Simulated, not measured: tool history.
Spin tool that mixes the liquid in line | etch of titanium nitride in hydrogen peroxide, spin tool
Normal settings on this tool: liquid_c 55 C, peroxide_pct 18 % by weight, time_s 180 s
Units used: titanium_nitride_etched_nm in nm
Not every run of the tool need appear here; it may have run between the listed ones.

run    hour  liquid_c  peroxide_pct  time_s  read-back film thickness of the titanium nitride reference wafer, read on the same gauge (nm)  titanium_nitride_etched_nm
  1       0        55            19     235                                                                                         110.01                       10.17
  2    56.6        55            19     235                                                                                         110.05                       10.19
  3   124.9        55            18     180                                                                                         110.02                        7.77
      202.1  -- gauge calibrated
  4     204        55            18     180                                                                                         110.05                        7.73
  5     312        55            18     180                                                                                         109.96                        7.76
      395.9  -- thermometer replaced
  6     552        55            18     180                                                                                         109.97                        8.31
        567  -- thermometer replaced, repeated, since the last time left the tool worse
  7   605.9        55            18     180                                                                                         110.01                        7.23
      629.6  -- peroxide flow meter replaced
      636.1  -- new drum of peroxide connected
  8   647.1        45          14.5     280                                                                                         109.98                        5.24
  9   732.2      46.5            15     270                                                                                         109.98                        5.68
 10   798.3      64.5            20     220                                                                                         110.04                       17.43
        813  -- heated supply line repaired
      837.5  -- gauge calibrated
 11     902        48            18     180                                                                                         110.02                         4.5
 12  1009.7        55            18     180                                                                                         109.99                        7.44
 13  1105.8        64            18     180                                                                                            110                       13.66
 14  1192.1      57.5          20.5     120                                                                                         109.98                        6.07

Forecast each of these 5 alternatives for the next run:
  A  1192.6        55            18     180                                                                                              ?                           ?
  B  1192.6        55            18      95                                                                                              ?                           ?
  C  1192.6        55            22     245                                                                                              ?                           ?
  D  1192.6      52.5          14.5     285                                                                                              ?                           ?
  E  1192.6        55            18     225                                                                                              ?                           ?

run  read-back film thickness of the titanium nitride reference wafer, read on the same gauge (nm)  titanium_nitride_etched_nm
  A                                                                                            110                        7.56
  B                                                                                            110                        3.99
  C                                                                                            110                       10.75
  D                                                                                            110                        9.59
  E                                                                                            110                        9.45
Stripped of hidden state, with their random variation kept, the same runs would have yielded:
run  titanium_nitride_etched_nm
  A                         7.3
  B                        3.85
  C                       10.38
  D                        9.26
  E                        9.13
